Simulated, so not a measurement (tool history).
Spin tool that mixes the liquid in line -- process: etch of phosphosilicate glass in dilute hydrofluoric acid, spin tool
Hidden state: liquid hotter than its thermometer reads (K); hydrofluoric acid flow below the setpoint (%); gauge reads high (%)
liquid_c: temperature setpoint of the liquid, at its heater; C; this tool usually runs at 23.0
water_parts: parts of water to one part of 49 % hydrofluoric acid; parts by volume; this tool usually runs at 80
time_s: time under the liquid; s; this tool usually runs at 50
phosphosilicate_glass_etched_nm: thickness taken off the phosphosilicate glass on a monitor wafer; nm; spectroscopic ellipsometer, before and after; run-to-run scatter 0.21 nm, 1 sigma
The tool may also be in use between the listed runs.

run	day	liquid_c	water_parts	time_s	wafers since the last listed run	hours since the thermometer was replaced	hours since the hydrofluoric acid flow meter was replaced	hours since the gauge calibration	read-back film thickness of the phosphosilicate glass reference wafer, read on the same gauge (nm)	phosphosilicate_glass_etched_nm
1	0.000	23.0	80	50	0	40.7	665.7	3534.8	99.97	48.93
2	3.433	22.0	80	35	1079	123.1	748.1	3617.2	99.98	32.81
3	5.017	23.0	100	30	497	161.1	786.1	3655.2	100.00	22.78
4	6.750	23.0	100	30	545	202.7	827.7	3696.8	100.00	23.01
5	8.283	23.0	110	50	482	239.5	864.5	3733.6	99.99	34.18
6	12.121	23.0	110	50	1206	331.6	956.6	3825.7	99.98	34.11
# day 13.396: gauge calibrated
7	15.758	23.0	110	50	1143	418.9	1043.9	56.7	100.00	34.04
8	17.946	23.0	80	60	687	471.4	1096.4	109.2	100.01	58.27
9	23.558	19.0	100	50	1764	606.1	1231.1	243.9	99.99	31.99
10	27.654	23.0	40	80	1287	704.4	1329.4	342.2	99.98	162.55
11	31.088	26.0	55	50	1079	786.8	1411.8	424.6	99.97	81.24
12	35.471	23.0	80	50	1378	892.0	1517.0	529.8	100.00	47.97
# day 36.242: hydrofluoric acid flow meter replaced
13	38.896	23.0	80	50	1063	974.2	63.7	612.0	99.95	49.65
14	42.329	23.0	80	50	1079	1056.6	146.1	694.4	99.99	49.35
# day 42.929: thermometer replaced
15	46.825	23.0	100	30	1400	93.5	254.0	802.3	100.03	23.08
16	49.679	23.0	95	70	897	162.0	322.5	870.8	99.98	57.14
17	53.650	26.5	50	50	1248	257.3	417.8	966.1	100.00	95.02
18	55.238	23.0	80	75	499	295.4	455.9	1004.2	100.03	74.09
19	57.521	27.0	80	50	717	350.2	510.7	1059.0	100.01	57.98
20	61.300	23.0	55	25	1188	440.9	601.4	1149.7	100.02	37.14
21	63.358	21.0	80	75	647	490.3	650.8	1199.1	100.01	67.49
22	65.442	20.5	65	30	655	540.3	700.8	1249.1	100.03	33.44
23	73.688	23.0	80	50	2592	738.2	898.7	1447.0	100.01	48.95
24	78.046	18.5	80	50	1370	842.8	1003.3	1551.6	100.00	40.32
25	80.600	26.0	120	65	803	904.1	1064.6	1612.9	100.03	45.11
26	85.079	23.0	80	50	1408	1011.6	1172.1	1720.4	100.01	48.25
27	86.950	23.0	80	50	588	1056.5	1217.0	1765.3	100.00	48.32
# day 88.600: thermometer replaced
28	89.692	23.0	80	50	849	26.2	1282.8	1831.1	99.99	47.96
29	92.242	23.0	80	50	801	87.4	1344.0	1892.3	100.05	47.92

Forecast run 30:
# day 95.712: hydrofluoric acid flow meter replaced
30	95.742	26.5	60	40	1087	171.4	0.7	1976.3	?	?

Run 30 measured read-back film thickness of the phosphosilicate glass reference wafer, read on the same gauge (nm) 99.99, phosphosilicate_glass_etched_nm 62.96 nm.
The same run, on a tool lacking any hidden state, would have yielded phosphosilicate_glass_etched_nm 63.01 nm.
